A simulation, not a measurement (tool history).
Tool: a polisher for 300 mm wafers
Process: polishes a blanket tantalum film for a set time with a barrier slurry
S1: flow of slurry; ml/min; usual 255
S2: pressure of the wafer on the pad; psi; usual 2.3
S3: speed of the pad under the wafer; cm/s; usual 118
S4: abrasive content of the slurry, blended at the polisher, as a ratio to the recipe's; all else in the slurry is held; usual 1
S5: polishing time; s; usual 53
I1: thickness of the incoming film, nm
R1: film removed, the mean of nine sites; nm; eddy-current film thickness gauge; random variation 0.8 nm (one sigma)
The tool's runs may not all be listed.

Run 1, hour 0: usual settings; I1 344. Result: R1 116.1 nm.
Run 2, hour 43.6: usual settings but S3 130 cm/s; I1 340.1. Result: R1 128 nm.
At hour 146.6: slurry nozzle cleaned.
At hour 158.3: worn pad replaced by a new one.
At hour 163.1: slurry blender recalibrated.
Run 3, hour 303.7: usual settings but S3 130 cm/s; I1 335.7. Result: R1 118.4 nm.
Run 4, hour 366.8: usual settings but S3 130 cm/s; I1 340.9. Result: R1 119.5 nm.
At hour 443.2: head pressure recalibrated.
Run 5, hour 460.8: usual settings but S3 130 cm/s, S4 1.1; I1 338.2. Result: R1 121.6 nm.
Run 6, hour 517.8: usual settings but S5 67 s; I1 346.4. Result: R1 134.7 nm.
Run 7, hour 591.4: usual settings; I1 341.2. Result: R1 105.8 nm.
Run 8, hour 655.6: usual settings; I1 336.5. Result: R1 104.2 nm.
Run 9, hour 699.4: usual settings but S1 290 ml/min, S2 2.5 psi, S3 102 cm/s, S5 37 s; I1 345.3. Result: R1 68.8 nm.
Run 10, hour 785.5: usual settings but S2 1.7 psi, S3 84 cm/s, S5 66 s; I1 334. Result: R1 67.7 nm.
At hour 807.1: slurry nozzle cleaned.
Run 11, hour 861.9: usual settings but S2 3.1 psi, S3 86 cm/s, S4 1.2, S5 41 s; I1 343.7. Result: R1 83.5 nm.
At hour 869.6: worn pad replaced by a new one.
Run 12, hour 927.6: usual settings but S1 330 ml/min, S2 3 psi, S3 96 cm/s, S5 37 s; I1 344. Result: R1 77.4 nm.
At hour 935.6: slurry blender recalibrated, repeated, since the last time left the tool worse.
Run 13, hour 969.5: usual settings but S1 200 ml/min, S4 1.25, S5 44 s; I1 339.9. Result: R1 102.9 nm.
Run 14, hour 1031.7: usual settings but S3 136 cm/s, S5 35 s; I1 338.9. Result: R1 91.7 nm.
Run 15, hour 1086.3: usual settings; I1 332. Result: R1 120.1 nm.
Run 16, hour 1146: usual settings; I1 338.5. Result: R1 120.9 nm.
Run 17, hour 1186.5: usual settings; I1 344.8. Result: R1 119.7 nm.
Run 18, hour 1263.8: usual settings; I1 337. Result: R1 119.8 nm.
Run 19, hour 1317.4: usual settings but S5 42 s; I1 342.1. Result: R1 94.1 nm.
At hour 1323.6: head pressure recalibrated.
Run 20, hour 1404.6: usual settings but S1 280 ml/min, S2 1.6 psi, S4 1.2, S5 66 s; I1 340.8. Result: R1 108.8 nm.
Run 21, hour 1509.9: usual settings but S1 290 ml/min, S2 2.6 psi; I1 343.5. Result: R1 133.1 nm.
At hour 1527.8: worn pad replaced by a new one.
Run 22, hour 1566.4: usual settings but S1 230 ml/min, S4 1.25; I1 339. Result: R1 122.9 nm.
At hour 1617.1: slurry blender recalibrated.
Run 23, hour 1666.4: usual settings but S2 2.9 psi; I1 341.1. Result: R1 153.6 nm.
At hour 1674: slurry nozzle cleaned.
Run 24, hour 1929.5: usual settings but S4 0.75; I1 336.1. Result: R1 109.7 nm.
At hour 2107.1: head pressure recalibrated.
Run 25, hour 2146.1: usual settings but S2 2.1 psi; I1 336.3. Result: R1 107.6 nm.
At hour 2263.7: worn pad replaced by a new one.
Run 26, hour 2311: usual settings; I1 333.5. Result: R1 117.1 nm.
At hour 2398.2: slurry blender recalibrated.
Run 27, hour 2437: usual settings but S1 315 ml/min; I1 332.6. Result: R1 123.6 nm.
At hour 2510.1: slurry nozzle cleaned.
Run 28, hour 2637.1: usual settings but S3 136 cm/s, S5 35 s; I1 334.5. Result: R1 90.8 nm.
Run 29, hour 2730.5: usual settings but S2 2.8 psi, S5 61 s; I1 339.5. Result: R1 168.4 nm.

Some steps in R1 between neighbouring runs. How much of each would the tool show without its hidden state too (settings, what came in, random variation), and how much is left for the hidden state, with any gauge scatter that isn't in both results?
The hidden state here: removal rate lost through wear of the pad, %; slurry flow missing at the pad, %; deviation of the head's pressure from its setpoint, %; abrasive missing from the slurry, %.
Run 2 -> 3: slurry nozzle cleaned, worn pad replaced by a new one, slurry blender recalibrated. R1 -9.6 nm: hidden state -7.9, all else -1.7.
Run 12 -> 13: S1 330 -> 200, S2 3 -> 2.3, S3 96 -> 118, S4 1 -> 1.25, S5 37 -> 44, slurry blender recalibrated, repeated, since the last time left the tool worse. R1 +25.5 nm: hidden state +15.8, all else +9.7.
Run 23 -> 24: S2 2.9 -> 2.3, S4 1 -> 0.75, slurry nozzle cleaned. R1 -43.9 nm: hidden state -1.9, all else -42.
Run 28 -> 29: S2 2.3 -> 2.8, S3 136 -> 118, S5 35 -> 61. R1 +77.6 nm: hidden state -2.3, all else +79.9.
